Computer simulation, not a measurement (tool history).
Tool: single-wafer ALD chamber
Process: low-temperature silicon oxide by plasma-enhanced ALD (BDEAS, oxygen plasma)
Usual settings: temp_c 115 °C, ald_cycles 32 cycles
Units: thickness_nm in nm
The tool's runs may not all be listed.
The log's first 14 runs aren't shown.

| run | hour | temp_c | ald_cycles | read-back reference wafer on the same gauge, thickness_nm | thickness_nm |
|---|---|---|---|---|---|
| 15 | 194.1 | 115 | 32 | 4.94 | 4.499 |
| 16 | 201.1 | 115 | 32 | 4.947 | 4.521 |
| 17 | 209.1 | 118 | 29 | 4.941 | 4.066 |
| 18 | 221.9 | 115 | 32 | 4.954 | 4.521 |
| 19 | 238.2 | 115 | 32 | 4.948 | 4.534 |
| 20 | 253.4 | 109 | 37 | 4.951 | 5.311 |
| 21 | 261.7 | 125 | 34 | 4.947 | 4.701 |
|  | 284.1 | thermocouple changed; heater temperature recalibrated |
| 22 | 284.6 | 115 | 29 | 4.965 | 4.113 |
| 23 | 290.8 | 102 | 26 | 4.96 | 3.778 |
| 24 | 304.9 | 115 | 32 | 4.972 | 4.516 |
| 25 | 320.9 | 128 | 36 | 4.972 | 4.937 |
| 26 | 331.4 | 115 | 32 | 4.972 | 4.536 |
| 27 | 376.3 | 107 | 37 | 4.995 | 5.358 |
| 28 | 383.1 | 103 | 38 | 4.988 | 5.54 |
|  | 388.7 | gauge calibrated |
| 29 | 393.5 | 115 | 32 | 4.91 | 4.49 |
| 30 | 409.7 | 128 | 26 | 4.91 | 3.54 |
| 31 | 416.2 | 130 | 32 | 4.913 | 4.326 |
| 32 | 425.4 | 108 | 29 | 4.914 | 4.113 |
| 33 | 435 | 128 | 35 | 4.908 | 4.759 |
| 34 | 446.8 | 115 | 28 | 4.922 | 3.922 |
| 35 | 458.3 | 103 | 36 | 4.907 | 5.145 |
| 36 | 472 | 115 | 32 | 4.912 | 4.479 |
| 37 | 486.4 | 122 | 32 | 4.92 | 4.408 |

Forecast each of these 4 alternatives for the next run:
| A | 486.9 | 115 | 26 | ? | ? |
| B | 486.9 | 103 | 32 | ? | ? |
| C | 486.9 | 123 | 30 | ? | ? |
| D | 486.9 | 125 | 37 | ? | ? |

| run | read-back reference wafer on the same gauge, thickness_nm | thickness_nm |
|---|---|---|
| A | 4.919 | 3.649 |
| B | 4.919 | 4.604 |
| C | 4.919 | 4.139 |
| D | 4.919 | 5.082 |
Without the tool's hidden state the same runs would have given:
| run | thickness_nm |
|---|---|
| A | 3.652 |
| B | 4.609 |
| C | 4.142 |
| D | 5.087 |
